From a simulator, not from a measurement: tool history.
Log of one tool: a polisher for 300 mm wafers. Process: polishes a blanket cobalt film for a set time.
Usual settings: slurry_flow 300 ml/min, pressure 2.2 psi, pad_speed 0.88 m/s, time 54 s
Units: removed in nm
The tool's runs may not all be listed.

run,hour,slurry_flow,pressure,pad_speed,time,wafers since the last listed run,wafers polished on this pad,hours since the slurry nozzle was cleaned,hours since the head pressure was calibrated,"incoming thickness of the incoming film, nm",removed
1,0,300,1.9,0.88,54,0,1253,348.8,9.2,738.7,193.8
2,26.6,300,1.9,0.88,54,259,1512,375.4,35.8,750.2,194.3
# hour 30.7: slurry nozzle cleaned
3,56.6,300,1.9,0.88,54,282,1795,25.9,65.8,762.8,194.3
# hour 71: worn pad replaced by a new one
4,97.5,300,2.2,0.88,54,359,258,66.8,106.7,737.2,219.7
5,128.1,300,2.2,0.88,54,298,556,97.4,137.3,753.7,216.3
6,154.1,300,2.2,0.88,54,253,809,123.4,163.3,751.5,212.7
7,205.3,300,2.2,0.88,44,498,1308,174.6,214.5,743.3,171
8,271.4,300,2.2,0.88,54,644,1952,240.7,280.6,755.4,212.1
# hour 319.5: worn pad replaced by a new one, of another model than before
9,341.1,380,2.2,0.88,54,640,210,310.4,350.3,742,216.7
10,380.2,380,2.2,0.88,54,381,591,349.5,389.4,748.7,218.8
# hour 432.5: slurry nozzle cleaned
11,441.9,300,2.2,0.88,54,591,1182,9.4,451.1,752.3,209.9
12,511.1,300,2.2,0.88,54,674,1857,78.6,520.3,750.9,210.3
# hour 552.2: worn pad replaced by a new one
13,577.8,275,2.2,0.88,44,611,249,145.3,587,756.7,172.8
14,612,300,2.2,0.88,54,333,582,179.5,621.2,748.7,213.1
15,638.5,210,2.2,1.06,39,258,840,206,647.7,749.4,163.7
16,665.1,380,2.2,0.62,54,259,1099,232.6,674.3,743.2,167.4
17,732.1,300,2.2,0.88,54,652,1752,299.6,741.3,748.1,213.5
18,799.2,390,2.2,0.7,54,653,2406,366.7,808.4,748.8,181.1
# hour 809: worn pad replaced by a new one
# hour 842: slurry nozzle cleaned
# hour 846.5: head pressure recalibrated
19,855.1,375,2.2,1.16,60,476,419,13.1,8.6,749.9,312.6
20,884.1,325,2.8,1.02,38,282,702,42.1,37.6,741.2,202.7
21,955.4,300,2.2,0.7,54,694,1397,113.4,108.9,737.6,185.7
22,1000.7,300,2.2,0.88,54,441,1838,158.7,154.2,736.6,218.8
23,1028.1,300,2.2,0.88,54,267,2105,186.1,181.6,756.9,219.1
24,1056.1,300,2.2,0.88,35,272,2378,214.1,209.6,745.4,140.8
# hour 1069.4: worn pad replaced by a new one
25,1096.5,300,1.5,0.74,54,354,264,254.5,250,748.8,153.9
26,1164.6,300,2.2,0.88,54,663,927,322.6,318.1,742.7,217.2

3 ways to go on from here, each from the tool as it stands after run 26. What would each give?
A,1165,300,2.2,0.66,54,3,931,323,318.5,758.2,?
B,1165,300,2.2,0.96,54,3,931,323,318.5,758.2,?
C,1165,240,2.2,1.1,45,3,931,323,318.5,758.2,?

run,removed
A,169.6
B,223.3
C,198.6
Without the tool's hidden state the same runs would have given:
run,removed
A,176.1
B,231.9
C,206.2

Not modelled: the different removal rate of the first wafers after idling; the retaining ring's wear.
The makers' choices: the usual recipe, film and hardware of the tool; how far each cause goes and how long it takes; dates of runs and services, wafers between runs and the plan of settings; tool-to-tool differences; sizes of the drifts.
